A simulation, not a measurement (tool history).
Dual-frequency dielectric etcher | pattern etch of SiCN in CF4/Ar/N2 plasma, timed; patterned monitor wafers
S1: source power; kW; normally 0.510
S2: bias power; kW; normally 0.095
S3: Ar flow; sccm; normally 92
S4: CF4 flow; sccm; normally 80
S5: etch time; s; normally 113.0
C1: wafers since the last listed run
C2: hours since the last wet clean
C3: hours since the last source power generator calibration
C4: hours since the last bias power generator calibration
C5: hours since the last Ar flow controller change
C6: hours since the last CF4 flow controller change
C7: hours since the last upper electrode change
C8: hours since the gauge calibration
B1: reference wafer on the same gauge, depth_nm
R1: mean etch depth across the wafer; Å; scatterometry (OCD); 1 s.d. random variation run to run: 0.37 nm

run 1 day=0.000 | S1=0.510 S2=0.095 S3=92 S4=80 S5=126.0 | C1=0 C2=318.2 C3=3490.5 C4=2000.8 C5=1374.4 C6=1770.6 C7=2895.0 C8=1742.2 | B1=113.1 | R1=1451
run 2 day=4.100 | S1=0.510 S2=0.095 S3=92 S4=80 S5=126.0 | C1=810 C2=416.6 C3=3588.9 C4=2099.2 C5=1472.8 C6=1869.0 C7=2993.4 C8=1840.6 | B1=113.0 | R1=1456
run 3 day=7.842 | S1=0.510 S2=0.095 S3=92 S4=80 S5=87.0 | C1=739 C2=506.4 C3=3678.7 C4=2189.0 C5=1562.6 C6=1958.8 C7=3083.2 C8=1930.4 | B1=112.9 | R1=1003
-- day=8.379 source power generator calibrated
-- day=9.704 gauge calibrated
run 4 day=12.138 | S1=0.510 S2=0.095 S3=92 S4=80 S5=87.0 | C1=816 C2=609.5 C3=90.2 C4=2292.1 C5=1665.7 C6=2061.9 C7=3186.3 C8=58.4 | B1=112.9 | R1=1004
-- day=14.479 wet clean of the chamber
run 5 day=15.638 | S1=0.510 S2=0.095 S3=92 S4=80 S5=87.0 | C1=494 C2=27.8 C3=174.2 C4=2376.1 C5=1749.7 C6=2145.9 C7=3270.3 C8=142.4 | B1=112.8 | R1=996
run 6 day=17.450 | S1=0.510 S2=0.095 S3=92 S4=68 S5=113.0 | C1=358 C2=71.3 C3=217.7 C4=2419.6 C5=1793.2 C6=2189.4 C7=3313.8 C8=185.9 | B1=112.9 | R1=1281
run 7 day=19.229 | S1=0.510 S2=0.095 S3=92 S4=68 S5=113.0 | C1=351 C2=114.0 C3=260.4 C4=2462.3 C5=1835.9 C6=2232.1 C7=3356.5 C8=228.6 | B1=113.0 | R1=1278
-- day=22.533 upper electrode replaced
run 8 day=24.321 | S1=0.510 S2=0.095 S3=92 S4=68 S5=113.0 | C1=808 C2=236.2 C3=382.6 C4=2584.5 C5=1958.1 C6=2354.3 C7=42.9 C8=350.8 | B1=113.1 | R1=1276
run 9 day=26.238 | S1=0.550 S2=0.112 S3=92 S4=92 S5=113.0 | C1=378 C2=282.2 C3=428.6 C4=2630.5 C5=2004.1 C6=2400.3 C7=88.9 C8=396.8 | B1=113.0 | R1=1562
-- day=28.179 bias power generator calibrated
run 10 day=29.371 | S1=0.510 S2=0.095 S3=103 S4=80 S5=88.5 | C1=586 C2=357.4 C3=503.8 C4=28.6 C5=2079.3 C6=2475.5 C7=164.1 C8=472.0 | B1=112.9 | R1=1022
-- day=29.762 Ar flow controller replaced
-- day=32.062 CF4 flow controller replaced
run 11 day=33.625 | S1=0.510 S2=0.095 S3=92 S4=80 S5=113.0 | C1=742 C2=459.5 C3=605.9 C4=130.7 C5=92.7 C6=37.5 C7=266.2 C8=574.1 | B1=113.0 | R1=1330

What does the tool deliver on the next run?
run 12 day=35.783 | S1=0.600 S2=0.095 S3=92 S4=80 S5=92.0 | C1=426 C2=511.3 C3=657.7 C4=182.5 C5=144.5 C6=89.3 C7=318.0 C8=625.9 | B1=? | R1=?

Run 12 produced B1 113.1, R1 1271 Å.
Had the tool carried no hidden state, the very same run would have given R1 1278 Å.
